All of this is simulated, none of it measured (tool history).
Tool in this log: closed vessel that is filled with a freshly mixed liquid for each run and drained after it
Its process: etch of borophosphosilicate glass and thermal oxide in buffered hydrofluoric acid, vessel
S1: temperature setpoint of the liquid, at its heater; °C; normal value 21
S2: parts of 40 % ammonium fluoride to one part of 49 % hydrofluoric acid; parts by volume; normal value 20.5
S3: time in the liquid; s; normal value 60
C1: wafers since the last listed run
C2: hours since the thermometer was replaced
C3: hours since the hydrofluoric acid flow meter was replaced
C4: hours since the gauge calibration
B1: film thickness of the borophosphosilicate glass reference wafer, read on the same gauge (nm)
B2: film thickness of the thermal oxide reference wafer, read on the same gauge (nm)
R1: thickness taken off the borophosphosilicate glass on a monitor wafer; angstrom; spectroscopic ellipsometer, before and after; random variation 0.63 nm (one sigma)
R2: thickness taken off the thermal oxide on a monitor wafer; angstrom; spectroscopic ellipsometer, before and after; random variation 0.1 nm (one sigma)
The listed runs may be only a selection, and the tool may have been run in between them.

run 1 hour=0 | S1=21 S2=17.5 S3=60 | C1=0 C2=331.6 C3=687.3 C4=1209.1 | B1=120.03 B2=40 | R1=817.8 R2=327.8
run 2 hour=97.6 | S1=21 S2=17.5 S3=60 | C1=11013 C2=429.2 C3=784.9 C4=1306.7 | B1=120.01 B2=40.01 | R1=813.4 R2=330.4
run 3 hour=146 | S1=21 S2=20.5 S3=60 | C1=5461 C2=477.6 C3=833.3 C4=1355.1 | B1=120 B2=39.99 | R1=692 R2=286.4
run 4 hour=197.8 | S1=21 S2=20.5 S3=60 | C1=5845 C2=529.4 C3=885.1 C4=1406.9 | B1=119.97 B2=40 | R1=711.5 R2=284
run 5 hour=239.8 | S1=21 S2=20.5 S3=60 | C1=4739 C2=571.4 C3=927.1 C4=1448.9 | B1=120 B2=40 | R1=700.9 R2=284.5
run 6 hour=323.4 | S1=21 S2=20.5 S3=60 | C1=9433 C2=655 C3=1010.7 C4=1532.5 | B1=119.98 B2=40.01 | R1=692 R2=285.4
run 7 hour=384.1 | S1=21 S2=20.5 S3=60 | C1=6849 C2=715.7 C3=1071.4 C4=1593.2 | B1=119.97 B2=40.01 | R1=712.7 R2=285.7
-- hour=632 hydrofluoric acid flow meter replaced
run 8 hour=637.2 | S1=21 S2=26.5 S3=60 | C1=28447 C2=968.8 C3=5.2 C4=1846.3 | B1=120.02 B2=40 | R1=587.9 R2=241.6
run 9 hour=685.3 | S1=21 S2=20.5 S3=60 | C1=5427 C2=1016.9 C3=53.3 C4=1894.4 | B1=119.97 B2=40.01 | R1=710.3 R2=287.6
run 10 hour=776.5 | S1=19 S2=28.5 S3=40 | C1=10291 C2=1108.1 C3=144.5 C4=1985.6 | B1=119.99 B2=40.01 | R1=335.9 R2=137
run 11 hour=884.3 | S1=25.5 S2=24 S3=40 | C1=12164 C2=1215.9 C3=252.3 C4=2093.4 | B1=119.98 B2=39.99 | R1=547.8 R2=221.5
run 12 hour=928.9 | S1=25.5 S2=23.5 S3=95 | C1=5032 C2=1260.5 C3=296.9 C4=2138 | B1=120.02 B2=40.03 | R1=1309.7 R2=533.3
run 13 hour=1007.9 | S1=21 S2=16.5 S3=60 | C1=8914 C2=1339.5 C3=375.9 C4=2217 | B1=120.01 B2=40 | R1=881.5 R2=358
run 14 hour=1102.9 | S1=22.5 S2=16 S3=85 | C1=10719 C2=1434.5 C3=470.9 C4=2312 | B1=120.04 B2=39.99 | R1=1403.2 R2=564.8
run 15 hour=1159 | S1=25 S2=20.5 S3=60 | C1=6330 C2=1490.6 C3=527 C4=2368.1 | B1=119.95 B2=40.01 | R1=905.5 R2=363.5
-- hour=1236.4 gauge calibrated
-- hour=1241.7 thermometer replaced
run 16 hour=1242.2 | S1=23.5 S2=18 S3=60 | C1=9275 C2=0.5 C3=610.2 C4=5.8 | B1=119.98 B2=40 | R1=897.7 R2=364.3
run 17 hour=1297.1 | S1=21 S2=20.5 S3=60 | C1=6195 C2=55.4 C3=665.1 C4=60.7 | B1=120 B2=40 | R1=701.9 R2=282.6
run 18 hour=1358.2 | S1=21 S2=28 S3=75 | C1=6894 C2=116.5 C3=726.2 C4=121.8 | B1=119.96 B2=40.01 | R1=701.1 R2=284.2
run 19 hour=1463 | S1=21 S2=20.5 S3=60 | C1=11825 C2=221.3 C3=831 C4=226.6 | B1=119.99 B2=39.98 | R1=698.7 R2=281
run 20 hour=1534.6 | S1=24 S2=20.5 S3=80 | C1=8079 C2=292.9 C3=902.6 C4=298.2 | B1=119.99 B2=39.98 | R1=1100.8 R2=449.1
run 21 hour=1595.3 | S1=21 S2=20.5 S3=60 | C1=6849 C2=353.6 C3=963.3 C4=358.9 | B1=120 B2=40.01 | R1=700.2 R2=284
run 22 hour=1674.4 | S1=17 S2=25 S3=60 | C1=8925 C2=432.7 C3=1042.4 C4=438 | B1=119.99 B2=40 | R1=492.3 R2=199.2
run 23 hour=1756 | S1=24.5 S2=27 S3=45 | C1=9207 C2=514.3 C3=1124 C4=519.6 | B1=119.99 B2=39.99 | R1=526.3 R2=213.8
run 24 hour=1845.1 | S1=18.5 S2=20.5 S3=60 | C1=10054 C2=603.4 C3=1213.1 C4=608.7 | B1=120 B2=40 | R1=610.8 R2=248.4
run 25 hour=1895.2 | S1=18.5 S2=20.5 S3=60 | C1=5653 C2=653.5 C3=1263.2 C4=658.8 | B1=120.01 B2=40 | R1=619.6 R2=248.1
-- hour=1989.6 hydrofluoric acid flow meter replaced
run 26 hour=1998.9 | S1=24 S2=14.5 S3=75 | C1=11588 C2=757.2 C3=9.3 C4=762.5 | B1=119.97 B2=39.98 | R1=1424.9 R2=593.4

What if the next run were any one of these 3? Each begins from the tool's condition after run 26:
run A hour=1999.6 | S1=21 S2=20.5 S3=85 | C1=78 C2=757.9 C3=10 C4=763.2 | B1=? B2=? | R1=? R2=?
run B hour=1999.6 | S1=22.5 S2=23 S3=90 | C1=78 C2=757.9 C3=10 C4=763.2 | B1=? B2=? | R1=? R2=?
run C hour=1999.6 | S1=24.5 S2=20.5 S3=60 | C1=78 C2=757.9 C3=10 C4=763.2 | B1=? B2=? | R1=? R2=?

run=A B1=119.99 B2=40.02 R1=1004.1 R2=405.3
run=B B1=119.99 B2=40.02 R1=1066 R2=430.7
run=C B1=119.99 B2=40.02 R1=857.7 R2=346.8
Without the tool's hidden state the same runs would have given:
run=A R1=980.6 R2=395.7
run=B R1=1041.2 R2=420.6
run=C R1=838.1 R2=338.8

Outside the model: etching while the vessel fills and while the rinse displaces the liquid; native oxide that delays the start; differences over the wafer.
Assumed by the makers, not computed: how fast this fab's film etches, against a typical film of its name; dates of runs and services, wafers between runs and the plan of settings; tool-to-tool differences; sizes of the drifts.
